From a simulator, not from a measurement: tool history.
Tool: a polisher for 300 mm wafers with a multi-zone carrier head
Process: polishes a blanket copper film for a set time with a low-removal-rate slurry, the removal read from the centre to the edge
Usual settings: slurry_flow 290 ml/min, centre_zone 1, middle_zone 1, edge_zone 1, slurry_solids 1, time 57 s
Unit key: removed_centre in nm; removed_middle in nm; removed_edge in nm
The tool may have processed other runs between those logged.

run	hour	slurry_flow	centre_zone	middle_zone	edge_zone	slurry_solids	time	incoming thickness of the incoming film, nm	removed_centre	removed_middle	removed_edge
1	0	290	1	0.92	1	1	57	993.5	149	145.2	152.7
2	66.2	290	1	1	1	1.2	57	1000.8	151.2	158.6	153.5
3	132.9	290	1	1	1	1	57	986.8	137.9	148	144.7
# hour 154.9: carrier head's membrane replaced by a new one
4	178.7	290	1	1	1	1	57	986.7	136	142.1	142.4
# hour 196.3: worn pad replaced by a new one
# hour 208.4: edge zone pressure recalibrated
5	246.5	290	1	1	1	1	57	1013.1	148.1	150.9	147.1
6	317.1	290	1	1	1	1	57	1009.8	145.1	149.8	145.7
# hour 324.9: slurry nozzle cleaned
# hour 380: centre zone pressure recalibrated
7	382.5	290	1	1	1	1	57	1000.5	148.6	152.1	145
8	427.5	290	1	1	1	1	57	1005.6	141.2	146.2	146.1
# hour 461.3: worn pad replaced by a new one
9	534.2	290	1	1	1	1.3	57	1006.7	156.9	164.9	156.6
10	568.5	210	1	1	1	1	57	998.1	146.4	148.8	145.2
11	633.6	290	1.05	1	1	1.25	57	980.4	160.2	156.7	155.8
# hour 674.9: edge zone pressure recalibrated
12	683.6	290	1	0.96	1	1	49	1002	122.2	123	121.9
13	723.2	290	1	1	1	1	57	994.3	136.9	144.1	141.5
# hour 767.4: worn pad replaced by a new one
14	824.9	290	1	1	1	1	57	1004.4	147.9	153.6	150.3
15	861.3	290	1	0.94	1.05	0.8	57	1016.3	142.6	139.1	150.3
16	887.9	290	0.93	1	1	1	57	991.3	133.7	150.1	150.7
17	918.6	290	1	0.97	1.1	1	57	991.2	146.8	145.1	153.8
18	947.1	290	1	1	1	1	64	984.2	159.9	165.5	158.7
19	982.9	290	1	1	1	1	57	1008.1	136.7	144.6	142.7
# hour 1009.8: slurry nozzle cleaned
20	1016.7	290	1	1.04	1	0.75	37	1005.8	88.7	94.1	89.8
# hour 1062.3: worn pad replaced by a new one
# hour 1070.1: carrier head's membrane replaced by a new one
21	1078.4	240	1.05	1	1	1	57	992.9	157.9	156.3	154.6
22	1132.9	290	1	1	1	1.2	57	996.7	159.3	161.3	154.1

Each row is a separate what-if for the run after 22, all from the same tool condition, not one after another. Results?
A	1133.3	290	1	0.89	1	1	57	994.8	?	?	?
B	1133.3	290	1	0.89	1.11	1	71	994.8	?	?	?
C	1133.3	240	0.93	0.93	1	1	39	994.8	?	?	?

run	removed_centre	removed_middle	removed_edge
A	151.1	141.8	150.5
B	188.2	176.5	197.1
C	94.7	99.3	101.9
The same runs, with their run-to-run variation unchanged, on a tool lacking any hidden condition would have given:
run	removed_centre	removed_middle	removed_edge
A	154.4	144.7	153.4
B	192.3	180.3	200.9
C	96.9	101.5	104
